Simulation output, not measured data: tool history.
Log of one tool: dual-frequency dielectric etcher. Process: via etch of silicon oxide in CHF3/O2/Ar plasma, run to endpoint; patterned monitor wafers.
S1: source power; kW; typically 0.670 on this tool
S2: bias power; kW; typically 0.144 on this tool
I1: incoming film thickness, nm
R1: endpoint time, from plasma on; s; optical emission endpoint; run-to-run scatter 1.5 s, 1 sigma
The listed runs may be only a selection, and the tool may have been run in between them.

{"run": 1, "hour": 0.0, "S1": 0.67, "S2": 0.144, "I1": 490.3, "R1": 231.0}
{"run": 2, "hour": 12.8, "S1": 0.67, "S2": 0.144, "I1": 492.7, "R1": 230.2}
{"run": 3, "hour": 29.0, "S1": 0.67, "S2": 0.144, "I1": 494.1, "R1": 231.7}
{"run": 4, "hour": 43.4, "S1": 0.67, "S2": 0.128, "I1": 493.1, "R1": 244.5}
{"run": 5, "hour": 51.8, "S1": 0.67, "S2": 0.128, "I1": 496.7, "R1": 245.6}
{"run": 6, "hour": 68.2, "S1": 0.67, "S2": 0.152, "I1": 490.5, "R1": 222.1}
{"run": 7, "hour": 77.0, "S1": 0.67, "S2": 0.152, "I1": 491.4, "R1": 224.7}
{"run": 8, "hour": 92.1, "S1": 0.67, "S2": 0.152, "I1": 488.4, "R1": 222.5}
{"run": 9, "hour": 102.5, "S1": 0.67, "S2": 0.144, "I1": 495.3, "R1": 229.9}
{"run": 10, "hour": 110.7, "S1": 0.67, "S2": 0.144, "I1": 492.3, "R1": 229.3}
{"hour": 117.1, "done": "source power generator calibrated"}
{"run": 11, "hour": 120.5, "S1": 0.67, "S2": 0.144, "I1": 490.4, "R1": 228.7}
{"run": 12, "hour": 128.7, "S1": 0.67, "S2": 0.144, "I1": 492.6, "R1": 231.6}
{"run": 13, "hour": 141.1, "S1": 0.67, "S2": 0.144, "I1": 485.1, "R1": 225.0}
{"hour": 151.1, "done": "bias power generator calibrated"}
{"run": 14, "hour": 158.5, "S1": 0.67, "S2": 0.144, "I1": 487.5, "R1": 223.5}
{"hour": 188.3, "done": "upper electrode replaced"}
{"hour": 208.6, "done": "wet clean of the chamber"}
{"run": 15, "hour": 209.1, "S1": 0.67, "S2": 0.144, "I1": 491.6, "R1": 237.6}
{"run": 16, "hour": 209.6, "S1": 0.72, "S2": 0.177, "I1": 490.2, "R1": 206.6}
{"run": 17, "hour": 210.0, "S1": 0.61, "S2": 0.155, "I1": 493.4, "R1": 238.2}
{"run": 18, "hour": 213.2, "S1": 0.53, "S2": 0.113, "I1": 484.9, "R1": 294.1}
{"run": 19, "hour": 226.9, "S1": 0.75, "S2": 0.11, "I1": 489.8, "R1": 258.9}
{"run": 20, "hour": 242.6, "S1": 0.67, "S2": 0.144, "I1": 489.0, "R1": 234.1}
{"run": 21, "hour": 258.1, "S1": 0.77, "S2": 0.13, "I1": 492.2, "R1": 232.9}
{"run": 22, "hour": 269.2, "S1": 0.72, "S2": 0.169, "I1": 492.4, "R1": 212.0}
{"run": 23, "hour": 279.9, "S1": 0.8, "S2": 0.17, "I1": 493.6, "R1": 202.6}
{"run": 24, "hour": 288.8, "S1": 0.67, "S2": 0.134, "I1": 489.6, "R1": 240.0}
{"run": 25, "hour": 305.6, "S1": 0.61, "S2": 0.155, "I1": 489.7, "R1": 233.8}
{"run": 26, "hour": 312.5, "S1": 0.57, "S2": 0.172, "I1": 491.6, "R1": 228.0}
{"run": 27, "hour": 321.7, "S1": 0.51, "S2": 0.118, "I1": 486.6, "R1": 293.5}
{"run": 28, "hour": 331.3, "S1": 0.76, "S2": 0.175, "I1": 492.0, "R1": 201.3}
{"run": 29, "hour": 338.8, "S1": 0.67, "S2": 0.12, "I1": 488.3, "R1": 253.2}
{"run": 30, "hour": 353.5, "S1": 0.67, "S2": 0.144, "I1": 489.0, "R1": 230.4}

What if the next run were any one of these 5? Each begins from the tool's condition after run 30:
{"run": "A", "hour": 354.0, "S1": 0.73, "S2": 0.144, "I1": 488.8, "R1": "?"}
{"run": "B", "hour": 354.0, "S1": 0.58, "S2": 0.144, "I1": 488.8, "R1": "?"}
{"run": "C", "hour": 354.0, "S1": 0.61, "S2": 0.144, "I1": 488.8, "R1": "?"}
{"run": "D", "hour": 354.0, "S1": 0.62, "S2": 0.115, "I1": 488.8, "R1": "?"}
{"run": "E", "hour": 354.0, "S1": 0.72, "S2": 0.144, "I1": 488.8, "R1": "?"}

run=A R1=221.6
run=B R1=245.7
run=C R1=240.2
run=D R1=268.5
run=E R1=223.0
Take away the tool's hidden state, keep each run's random variation, and the runs would have read:
run=A R1=224.6
run=B R1=249.0
run=C R1=243.4
run=D R1=272.1
run=E R1=226.0
